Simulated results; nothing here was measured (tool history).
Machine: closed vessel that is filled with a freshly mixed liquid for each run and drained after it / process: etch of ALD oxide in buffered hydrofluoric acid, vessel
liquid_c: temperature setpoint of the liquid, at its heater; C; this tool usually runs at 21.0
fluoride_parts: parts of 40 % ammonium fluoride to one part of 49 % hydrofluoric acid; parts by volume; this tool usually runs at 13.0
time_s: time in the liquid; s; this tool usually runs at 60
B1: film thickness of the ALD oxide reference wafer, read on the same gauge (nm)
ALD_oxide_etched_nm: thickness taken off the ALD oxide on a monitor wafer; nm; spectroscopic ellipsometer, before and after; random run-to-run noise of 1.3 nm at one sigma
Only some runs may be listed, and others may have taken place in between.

run 1 day=0.000 | liquid_c=21.0 fluoride_parts=13.0 time_s=60 | B1=120.00 | ALD_oxide_etched_nm=164.28
run 2 day=0.762 | liquid_c=21.0 fluoride_parts=13.0 time_s=60 | B1=120.02 | ALD_oxide_etched_nm=164.50
run 3 day=1.771 | liquid_c=21.0 fluoride_parts=13.0 time_s=60 | B1=120.00 | ALD_oxide_etched_nm=162.64
run 4 day=2.354 | liquid_c=21.0 fluoride_parts=13.0 time_s=60 | B1=119.99 | ALD_oxide_etched_nm=164.51
run 5 day=3.104 | liquid_c=23.5 fluoride_parts=13.0 time_s=35 | B1=119.99 | ALD_oxide_etched_nm=112.29
run 6 day=4.117 | liquid_c=23.5 fluoride_parts=13.0 time_s=35 | B1=120.02 | ALD_oxide_etched_nm=110.45
run 7 day=4.779 | liquid_c=23.5 fluoride_parts=13.0 time_s=35 | B1=119.96 | ALD_oxide_etched_nm=112.21
run 8 day=5.279 | liquid_c=21.0 fluoride_parts=13.0 time_s=60 | B1=120.00 | ALD_oxide_etched_nm=166.49
-- day=7.942 thermometer replaced
-- day=8.292 gauge calibrated
run 9 day=9.329 | liquid_c=21.0 fluoride_parts=13.0 time_s=60 | B1=119.97 | ALD_oxide_etched_nm=146.22
run 10 day=10.392 | liquid_c=21.0 fluoride_parts=13.0 time_s=60 | B1=119.98 | ALD_oxide_etched_nm=145.22
run 11 day=10.912 | liquid_c=21.0 fluoride_parts=9.5 time_s=60 | B1=120.00 | ALD_oxide_etched_nm=198.19
run 12 day=11.621 | liquid_c=21.0 fluoride_parts=13.0 time_s=60 | B1=120.04 | ALD_oxide_etched_nm=146.58
-- day=11.962 hydrofluoric acid flow meter replaced
run 13 day=12.858 | liquid_c=26.0 fluoride_parts=10.5 time_s=70 | B1=120.01 | ALD_oxide_etched_nm=276.26
run 14 day=14.429 | liquid_c=24.0 fluoride_parts=11.5 time_s=75 | B1=120.01 | ALD_oxide_etched_nm=242.23
run 15 day=15.771 | liquid_c=21.0 fluoride_parts=8.5 time_s=60 | B1=120.02 | ALD_oxide_etched_nm=213.89
run 16 day=16.725 | liquid_c=24.0 fluoride_parts=16.0 time_s=75 | B1=120.03 | ALD_oxide_etched_nm=178.61
run 17 day=17.233 | liquid_c=24.0 fluoride_parts=15.0 time_s=45 | B1=119.98 | ALD_oxide_etched_nm=113.32
run 18 day=18.379 | liquid_c=21.0 fluoride_parts=13.0 time_s=30 | B1=119.99 | ALD_oxide_etched_nm=73.67
run 19 day=19.029 | liquid_c=21.0 fluoride_parts=13.0 time_s=80 | B1=120.01 | ALD_oxide_etched_nm=198.98
run 20 day=19.717 | liquid_c=18.5 fluoride_parts=14.5 time_s=45 | B1=120.05 | ALD_oxide_etched_nm=87.70
run 21 day=20.650 | liquid_c=21.0 fluoride_parts=13.0 time_s=60 | B1=120.02 | ALD_oxide_etched_nm=152.06
run 22 day=21.917 | liquid_c=21.0 fluoride_parts=13.0 time_s=60 | B1=119.95 | ALD_oxide_etched_nm=151.13
run 23 day=23.008 | liquid_c=21.0 fluoride_parts=15.5 time_s=30 | B1=119.98 | ALD_oxide_etched_nm=62.40

3 options for the next run, each taken on its own from the tool as it stands now. Forecast them:
run A day=23.038 | liquid_c=24.5 fluoride_parts=13.0 time_s=60 | B1=? | ALD_oxide_etched_nm=?
run B day=23.038 | liquid_c=23.0 fluoride_parts=8.5 time_s=50 | B1=? | ALD_oxide_etched_nm=?
run C day=23.038 | liquid_c=21.0 fluoride_parts=16.5 time_s=60 | B1=? | ALD_oxide_etched_nm=?

run=A B1=120.01 ALD_oxide_etched_nm=180.70
run=B B1=120.01 ALD_oxide_etched_nm=203.83
run=C B1=120.01 ALD_oxide_etched_nm=118.02
Without the tool's hidden state the same runs would have given:
run=A ALD_oxide_etched_nm=173.96
run=B ALD_oxide_etched_nm=196.17
run=C ALD_oxide_etched_nm=113.51
